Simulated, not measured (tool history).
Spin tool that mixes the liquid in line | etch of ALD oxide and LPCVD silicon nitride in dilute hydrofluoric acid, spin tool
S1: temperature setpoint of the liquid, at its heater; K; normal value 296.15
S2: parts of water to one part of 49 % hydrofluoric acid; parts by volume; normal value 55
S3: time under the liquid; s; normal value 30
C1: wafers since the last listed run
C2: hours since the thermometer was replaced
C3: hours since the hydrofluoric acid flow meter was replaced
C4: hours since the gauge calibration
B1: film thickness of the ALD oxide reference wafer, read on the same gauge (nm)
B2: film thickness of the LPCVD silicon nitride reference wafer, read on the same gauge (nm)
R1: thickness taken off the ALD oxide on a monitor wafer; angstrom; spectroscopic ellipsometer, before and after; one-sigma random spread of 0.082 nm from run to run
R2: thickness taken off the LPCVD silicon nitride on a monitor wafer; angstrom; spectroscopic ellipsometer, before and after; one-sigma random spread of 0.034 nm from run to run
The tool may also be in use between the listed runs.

Run 1, day 0.000: usual settings but S2 45 parts by volume, S3 15 s; C1 0; C2 1009.8; C3 10.1; C4 16.9; B1 140.00; B2 90.018. Result: R1 75.1 angstrom, R2 1.86 angstrom.
Run 2, day 0.271: usual settings but S2 70 parts by volume; C1 60; C2 1016.3; C3 16.6; C4 23.4; B1 140.02; B2 90.037. Result: R1 91.9 angstrom, R2 2.44 angstrom.
Run 3, day 0.804: usual settings; C1 119; C2 1029.1; C3 29.4; C4 36.2; B1 140.03; B2 90.011. Result: R1 118.9 angstrom, R2 2.78 angstrom.
Run 4, day 1.458: usual settings but S1 293.15 K, S2 25 parts by volume, S3 45 s; C1 146; C2 1044.8; C3 45.1; C4 51.9; B1 140.01; B2 89.988. Result: R1 366.1 angstrom, R2 7.50 angstrom.
Run 5, day 2.200: usual settings but S1 291.15 K, S2 35 parts by volume, S3 45 s; C1 166; C2 1062.6; C3 62.9; C4 69.7; B1 140.00; B2 89.999. Result: R1 235.9 angstrom, R2 4.08 angstrom.
Run 6, day 2.529: usual settings but S3 45 s; C1 73; C2 1070.5; C3 70.8; C4 77.6; B1 140.05; B2 90.024. Result: R1 179.3 angstrom, R2 4.09 angstrom.
Run 7, day 2.800: usual settings but S2 35 parts by volume; C1 60; C2 1077.0; C3 77.3; C4 84.1; B1 140.01; B2 89.994. Result: R1 193.3 angstrom, R2 4.56 angstrom.
Run 8, day 3.212: usual settings but S1 299.15 K, S2 75 parts by volume, S3 15 s; C1 92; C2 1086.9; C3 87.2; C4 94.0; B1 140.04; B2 90.038. Result: R1 48.1 angstrom, R2 1.19 angstrom.
Run 9, day 3.708: usual settings but S3 40 s; C1 111; C2 1098.8; C3 99.1; C4 105.9; B1 140.03; B2 90.015. Result: R1 163.1 angstrom, R2 3.87 angstrom.
At day 4.800: thermometer replaced.
Run 10, day 5.354: usual settings; C1 360; C2 13.3; C3 138.6; C4 145.4; B1 139.99; B2 90.002. Result: R1 122.8 angstrom, R2 2.65 angstrom.
Run 11, day 6.079: usual settings but S2 75 parts by volume; C1 162; C2 30.7; C3 156.0; C4 162.8; B1 139.99; B2 90.003. Result: R1 86.8 angstrom, R2 2.16 angstrom.
Run 12, day 6.738: usual settings but S1 298.15 K, S2 75 parts by volume; C1 147; C2 46.5; C3 171.8; C4 178.6; B1 140.03; B2 89.968. Result: R1 93.6 angstrom, R2 2.60 angstrom.
Run 13, day 7.367: usual settings but S3 50 s; C1 141; C2 61.6; C3 186.9; C4 193.7; B1 139.95; B2 89.967. Result: R1 203.0 angstrom, R2 4.34 angstrom.
Run 14, day 7.867: usual settings; C1 112; C2 73.6; C3 198.9; C4 205.7; B1 140.03; B2 89.950. Result: R1 123.3 angstrom, R2 2.89 angstrom.
Run 15, day 8.504: usual settings but S1 298.15 K, S2 40 parts by volume, S3 20 s; C1 143; C2 88.9; C3 214.2; C4 221.0; B1 140.00; B2 89.972. Result: R1 124.5 angstrom, R2 3.45 angstrom.
Run 16, day 9.200: usual settings; C1 156; C2 105.6; C3 230.9; C4 237.7; B1 139.99; B2 90.049. Result: R1 122.0 angstrom, R2 3.01 angstrom.
Run 17, day 9.629: usual settings but S1 298.65 K, S2 80 parts by volume, S3 45 s; C1 96; C2 115.9; C3 241.2; C4 248.0; B1 139.99; B2 90.019. Result: R1 135.5 angstrom, R2 3.81 angstrom.
Run 18, day 10.038: usual settings but S2 85 parts by volume, S3 15 s; C1 91; C2 125.7; C3 251.0; C4 257.8; B1 139.98; B2 90.035. Result: R1 38.3 angstrom, R2 1.02 angstrom.
Run 19, day 10.762: usual settings but S1 300.15 K, S2 65 parts by volume; C1 162; C2 143.1; C3 268.4; C4 275.2; B1 140.00; B2 90.023. Result: R1 119.5 angstrom, R2 2.76 angstrom.
Run 20, day 11.446: usual settings; C1 153; C2 159.5; C3 284.8; C4 291.6; B1 140.00; B2 90.006. Result: R1 123.1 angstrom, R2 2.78 angstrom.
Run 21, day 11.754: usual settings but S1 293.15 K; C1 69; C2 166.9; C3 292.2; C4 299.0; B1 140.00; B2 89.993. Result: R1 108.4 angstrom, R2 2.82 angstrom.
Run 22, day 12.379: usual settings but S2 85 parts by volume; C1 140; C2 181.9; C3 307.2; C4 314.0; B1 140.04; B2 90.013. Result: R1 77.0 angstrom, R2 2.24 angstrom.
Run 23, day 13.004: usual settings; C1 140; C2 196.9; C3 322.2; C4 329.0; B1 140.00; B2 90.055. Result: R1 123.4 angstrom, R2 3.04 angstrom.
Run 24, day 13.438: usual settings but S1 297.65 K, S2 45 parts by volume, S3 15 s; C1 97; C2 207.3; C3 332.6; C4 339.4; B1 140.01; B2 89.999. Result: R1 81.9 angstrom, R2 2.10 angstrom.
Run 25, day 14.125: usual settings but S1 298.15 K, S2 80 parts by volume, S3 50 s; C1 154; C2 223.8; C3 349.1; C4 355.9; B1 140.02; B2 89.980. Result: R1 149.6 angstrom, R2 4.01 angstrom.

Alternative continuations, all from the tool just after run 25; predict every row:
Run A, day 14.142: usual settings; C1 3; C2 224.2; C3 349.5; C4 356.3; B1 ?; B2 ?. Result: R1 ?, R2 ?.
Run B, day 14.142: usual settings but S2 25 parts by volume; C1 3; C2 224.2; C3 349.5; C4 356.3; B1 ?; B2 ?. Result: R1 ?, R2 ?.
Run C, day 14.142: usual settings but S2 80 parts by volume, S3 20 s; C1 3; C2 224.2; C3 349.5; C4 356.3; B1 ?; B2 ?. Result: R1 ?, R2 ?.
Run D, day 14.142: usual settings but S1 292.65 K; C1 3; C2 224.2; C3 349.5; C4 356.3; B1 ?; B2 ?. Result: R1 ?, R2 ?.
Run E, day 14.142: usual settings but S2 40 parts by volume, S3 50 s; C1 3; C2 224.2; C3 349.5; C4 356.3; B1 ?; B2 ?. Result: R1 ?, R2 ?.

run      B1      B2     R1    R2
  A  140.02  89.968  124.2  3.24
  B  140.02  89.968  283.7  6.97
  C  140.02  89.968   55.2  1.50
  D  140.02  89.968  107.2  2.55
  E  140.02  89.968  290.0  7.37
With no hidden state in the tool, these same runs would have given:
run     R1    R2
  A  119.1  3.12
  B  272.5  6.71
  C   52.9  1.44
  D  102.9  2.45
  E  278.3  7.10
